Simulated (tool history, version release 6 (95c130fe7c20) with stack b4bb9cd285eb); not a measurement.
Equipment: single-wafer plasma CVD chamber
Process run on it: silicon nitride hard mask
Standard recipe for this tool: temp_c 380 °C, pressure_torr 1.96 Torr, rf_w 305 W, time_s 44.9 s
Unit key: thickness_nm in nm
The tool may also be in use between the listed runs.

run	hour	temp_c	pressure_torr	rf_w	time_s	read-back reference wafer on the same gauge, thickness_nm	thickness_nm
1	0	380	1.96	265	44.9	53.927	45.146
2	6.1	380	1.96	265	44.9	53.916	45.135
3	23.1	380	1.96	265	44.9	53.882	45.197
4	38.8	380	1.65	320	44.9	53.87	50.109
5	56.6	380	1.65	320	44.9	53.846	50.151
6	64.1	380	1.65	320	44.9	53.936	50.155
7	73.2	380	1.96	305	44.9	53.877	50.946
8	86.4	380	1.96	305	44.9	53.908	50.613
9	98.8	380	1.96	305	44.9	53.902	50.71
10	108.2	375	1.96	305	49.1	53.927	55.73
11	125.8	380	1.96	305	44.9	53.928	50.854
12	138.5	380	1.96	305	44.9	53.917	50.626
# hour 146.6: gauge calibrated
# hour 152.1: RF generator calibrated
13	157.9	380	1.96	305	44.9	53.904	54.095
14	174.9	380	1.96	305	44.9	53.904	53.97
15	192.5	380	1.96	280	48.9	53.878	54.731
16	203	368	1.96	305	49.3	53.9	59.636
17	217.5	380	1.52	335	44.9	53.909	53.6
# hour 238.2: showerhead replaced
# hour 272.3: thermocouple changed; heater temperature recalibrated
18	272.8	392	1.83	260	37.5	53.869	38.292
19	276.5	387	1.53	270	51.3	53.927	51.262
# hour 322.4: capacitance manometer re-zeroed and calibrated
20	322.9	380	1.96	305	48.8	53.89	58.144
21	328.4	380	1.96	305	44.9	53.875	53.542
22	337.7	380	1.96	340	44.9	53.887	57.987
23	351.1	373	1.96	275	39.4	53.904	43.192
24	364	390	2.28	305	53.8	53.902	66.2
25	375.8	380	1.96	355	41.7	53.845	55.583
26	383.7	380	1.96	305	42.2	53.875	50.101
27	394.4	385	1.96	275	48.6	53.885	52.738

What will run 28 give?
28	409.6	380	1.96	305	44.9	?	?

For run 28 the tool returned read-back reference wafer on the same gauge, thickness_nm 53.921, thickness_nm 53.141 nm.
With the hidden condition absent and the run-to-run variation left alone, this run would have shown thickness_nm 54.251 nm.
